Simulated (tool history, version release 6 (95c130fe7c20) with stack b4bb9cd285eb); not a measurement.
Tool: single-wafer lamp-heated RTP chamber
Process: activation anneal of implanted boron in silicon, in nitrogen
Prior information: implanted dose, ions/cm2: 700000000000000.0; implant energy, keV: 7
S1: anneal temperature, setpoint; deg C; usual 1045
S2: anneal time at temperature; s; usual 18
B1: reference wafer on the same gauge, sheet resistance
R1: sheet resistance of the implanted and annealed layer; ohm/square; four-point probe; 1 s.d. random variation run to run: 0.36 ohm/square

run     day    S1  S2      B1      R1
  1   0.000  1045  18  169.01  169.60
  2   1.900  1045  18  169.06  169.22
  3   5.979  1045  18  169.03  168.94
  4   7.683  1045  11  169.07  172.05
  5  10.625  1045  11  168.94  171.24
  6  12.462  1045  11  169.09  171.94
     13.304  -- reflector plate cleaned
  7  14.583  1045  18  168.93  169.44
  8  18.304  1045  18  168.93  169.58
  9  20.158  1045  18  168.96  169.42
 10  23.212  1045  18  168.96  169.84
 11  27.392  1045  18  169.01  169.78
     29.304  -- gauge calibrated
     29.321  -- pyrometer window cleaned and pyrometer calibrated
 12  29.767  1045  18  169.01  169.18
 13  32.500  1061  18  169.09  166.57
 14  35.983  1055  15  169.03  168.06
     38.738  -- reflector plate cleaned
 15  39.783  1045  18  168.87  169.74
 16  41.575  1069  25  169.03  164.64
 17  45.229  1061  24  169.01  166.09
 18  47.479  1045  18  169.02  168.95
 19  51.021  1024  18  169.01  173.26
     54.708  -- pyrometer window cleaned and pyrometer calibrated
 20  55.408  1045  29  169.03  166.19
 21  58.967  1045  18  169.09  169.35
 22  62.083  1070  18  168.95  165.60
 23  65.954  1067  18  168.99  165.46
 24  67.708  1052  18  169.02  167.40
     69.554  -- reflector plate cleaned
 25  69.575  1045  18  169.05  169.34
 26  71.208  1025  12  168.96  174.52
 27  73.817  1058   9  169.03  171.36
 28  78.300  1060  12  169.01  169.92
 29  82.575  1045  18  169.02  169.60
 30  84.162  1045  18  168.99  168.58
     84.604  -- pyrometer window cleaned and pyrometer calibrated
 31  86.975  1026  12  168.98  174.19
 32  91.292  1045  18  168.99  169.31
 33  95.504  1063  23  169.03  165.08
     96.612  -- reflector plate cleaned
 34  97.412  1022  11  168.98  175.86
 35  99.800  1071  15  168.96  166.37

The tool's hidden state at each run:
true wafer temperature minus pyrometer reading, K: 0 at every run
gauge reads high (%): 0 at every run
H1: wafer temperature error from the tarnished reflector plate, K
run     H1
  1   1.91
  2   2.45
  3   3.88
  4   4.57
  5   5.91
  6   6.84
  7  0.254
  8  0.493
  9  0.717
 10   1.24
 11   2.26
 12      3
 13   3.99
 14   5.48
 15   0.29
 16  0.361
 17  0.708
 18   1.06
 19   1.82
 20   3.11
 21   4.45
 22   5.83
 23   7.83
 24   8.83
 25  0.509
 26  0.536
 27  0.694
 28   1.29
 29   2.24
 30   2.68
 31    3.6
 32   5.32
 33   7.37
 34  0.204
 35  0.301

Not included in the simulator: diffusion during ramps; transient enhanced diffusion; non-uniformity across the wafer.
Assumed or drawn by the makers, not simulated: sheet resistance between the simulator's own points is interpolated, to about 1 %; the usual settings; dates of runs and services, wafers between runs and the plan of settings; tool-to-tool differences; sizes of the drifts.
